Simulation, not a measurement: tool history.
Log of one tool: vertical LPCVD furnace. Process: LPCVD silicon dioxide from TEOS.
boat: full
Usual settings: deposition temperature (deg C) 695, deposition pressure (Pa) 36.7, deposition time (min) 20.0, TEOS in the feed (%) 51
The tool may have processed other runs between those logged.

run     day  deposition temperature (deg C)  deposition pressure (Pa)  deposition time (min)  TEOS in the feed (%)  read-back reference wafer on the same gauge, thickness  film thickness on the monitor wafer in the middle of the boat (Å)
  1   0.000                             695                      36.7                   20.0                    57                                                  140.64                                                             1250.4
  2   2.779                             695                      36.7                   20.0                    51                                                  140.63                                                             1193.6
  3   5.492                             695                      36.7                   20.0                    51                                                  140.51                                                             1181.4
  4   8.867                             695                      36.7                   20.0                    51                                                  139.85                                                             1187.0
  5  10.779                             695                      36.7                   20.0                    51                                                  139.74                                                             1175.6
     14.675  -- pressure gauge zeroed
  6  18.796                             695                      36.7                   20.0                    51                                                  138.39                                                             1177.9
     20.371  -- gauge calibrated
  7  21.717                             695                      36.7                   20.0                    51                                                  139.60                                                             1179.5
  8  25.329                             695                      36.7                   13.0                    42                                                  139.50                                                              695.1
     27.375  -- TEOS flow controller replaced
  9  28.342                             695                      36.7                   23.5                    43                                                  139.22                                                             1266.9
 10  32.325                             690                      29.3                   26.5                    55                                                  138.78                                                             1289.6
     34.525  -- thermocouples replaced and temperature profile calibrated
 11  36.458                             695                      36.7                   20.0                    51                                                  138.28                                                             1168.6
 12  40.904                             695                      36.7                   20.0                    59                                                  137.65                                                             1244.2
 13  44.033                             695                      36.7                   15.5                    51                                                  136.70                                                              900.1
 14  45.846                             685                      29.3                   23.5                    46                                                  136.30                                                              908.8

Pick out some run-to-run changes in film thickness on the monitor wafer in the middle of the boat (Å). Of each, how much would a tool without hidden state show as well, from the settings, what came in and chance, and how much is left for the hidden state and any gauge scatter not in both results compared?
Hidden state at play: true tube temperature minus thermocouple reading, K; true pressure minus gauge reading, mTorr; deviation of the TEOS flow from its setpoint, %; gauge reads high (%).
Run 5 -> 6: pressure gauge zeroed. film thickness on the monitor wafer in the middle of the boat (Å) +2.3: hidden state -13.0, all else +15.3.
Run 8 -> 9: deposition time (min) 13.0 -> 23.5, TEOS in the feed (%) 42 -> 43, TEOS flow controller replaced. film thickness on the monitor wafer in the middle of the boat (Å) +571.8: hidden state -4.2, all else +576.0.
